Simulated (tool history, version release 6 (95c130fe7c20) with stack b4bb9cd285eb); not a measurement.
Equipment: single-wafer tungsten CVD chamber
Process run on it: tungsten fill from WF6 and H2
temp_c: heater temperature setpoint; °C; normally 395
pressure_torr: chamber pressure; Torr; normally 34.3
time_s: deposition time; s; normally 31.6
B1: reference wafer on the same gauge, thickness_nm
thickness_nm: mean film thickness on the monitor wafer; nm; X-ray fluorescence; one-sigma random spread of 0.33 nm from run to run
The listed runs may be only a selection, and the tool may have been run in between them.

run 1 hour=0 | temp_c=384 pressure_torr=34.3 time_s=31.6 | B1=95.218 | thickness_nm=66.945
run 2 hour=22.6 | temp_c=384 pressure_torr=34.3 time_s=31.6 | B1=95.064 | thickness_nm=67.432
run 3 hour=40.7 | temp_c=384 pressure_torr=34.3 time_s=31.6 | B1=95.209 | thickness_nm=67.007
run 4 hour=75 | temp_c=395 pressure_torr=34.3 time_s=31.6 | B1=95.175 | thickness_nm=84.929
run 5 hour=92.8 | temp_c=395 pressure_torr=34.3 time_s=31.6 | B1=95.317 | thickness_nm=85.018
run 6 hour=113.6 | temp_c=395 pressure_torr=34.3 time_s=31.6 | B1=95.077 | thickness_nm=85.784
run 7 hour=144.9 | temp_c=395 pressure_torr=34.3 time_s=28.3 | B1=95.039 | thickness_nm=75.506
run 8 hour=166.7 | temp_c=395 pressure_torr=34.3 time_s=28.3 | B1=95.17 | thickness_nm=76.432
-- hour=203.5 showerhead replaced
-- hour=211.4 capacitance manometer re-zeroed and calibrated
run 9 hour=211.9 | temp_c=395 pressure_torr=34.3 time_s=31.6 | B1=95.214 | thickness_nm=84.646
run 10 hour=291.7 | temp_c=395 pressure_torr=34.3 time_s=31.6 | B1=95.038 | thickness_nm=84.979
-- hour=302.1 gauge calibrated
run 11 hour=313.4 | temp_c=395 pressure_torr=34.3 time_s=31.6 | B1=95.097 | thickness_nm=85.319
-- hour=340.5 thermocouple changed; heater temperature recalibrated
run 12 hour=341.3 | temp_c=408 pressure_torr=40.5 time_s=33.6 | B1=95.221 | thickness_nm=130.896
run 13 hour=368.2 | temp_c=407 pressure_torr=30.3 time_s=27.8 | B1=95.174 | thickness_nm=88.616
run 14 hour=393.7 | temp_c=395 pressure_torr=34.3 time_s=31.6 | B1=95.247 | thickness_nm=85.292
run 15 hour=414.8 | temp_c=389 pressure_torr=29.6 time_s=33.8 | B1=95.171 | thickness_nm=72.569
run 16 hour=434.1 | temp_c=395 pressure_torr=34.3 time_s=31.6 | B1=95.196 | thickness_nm=85.046
run 17 hour=449.6 | temp_c=395 pressure_torr=41.7 time_s=35.7 | B1=95.261 | thickness_nm=108.185
run 18 hour=478.5 | temp_c=402 pressure_torr=26.7 time_s=28 | B1=95.16 | thickness_nm=73.166
run 19 hour=507.2 | temp_c=409 pressure_torr=38 time_s=31.6 | B1=95.301 | thickness_nm=119.291
run 20 hour=535.7 | temp_c=404 pressure_torr=29.2 time_s=31.6 | B1=95.347 | thickness_nm=91.266
run 21 hour=571.7 | temp_c=401 pressure_torr=27.6 time_s=25.7 | B1=95.219 | thickness_nm=67.452
run 22 hour=590.9 | temp_c=389 pressure_torr=40.7 time_s=31.6 | B1=95.171 | thickness_nm=83.357
run 23 hour=620.4 | temp_c=395 pressure_torr=34.3 time_s=31.6 | B1=95.125 | thickness_nm=85.23

Forecast each of these 3 alternatives for the next run:
run A hour=620.8 | temp_c=395 pressure_torr=34.3 time_s=33.4 | B1=? | thickness_nm=?
run B hour=620.8 | temp_c=406 pressure_torr=34.3 time_s=31.6 | B1=? | thickness_nm=?
run C hour=620.8 | temp_c=401 pressure_torr=38 time_s=26.1 | B1=? | thickness_nm=?

run=A B1=95.184 thickness_nm=90.405
run=B B1=95.184 thickness_nm=106.876
run=C B1=95.184 thickness_nm=85.205
With no hidden state in the tool, these same runs would have given:
run=A thickness_nm=90.405
run=B thickness_nm=106.876
run=C thickness_nm=85.205
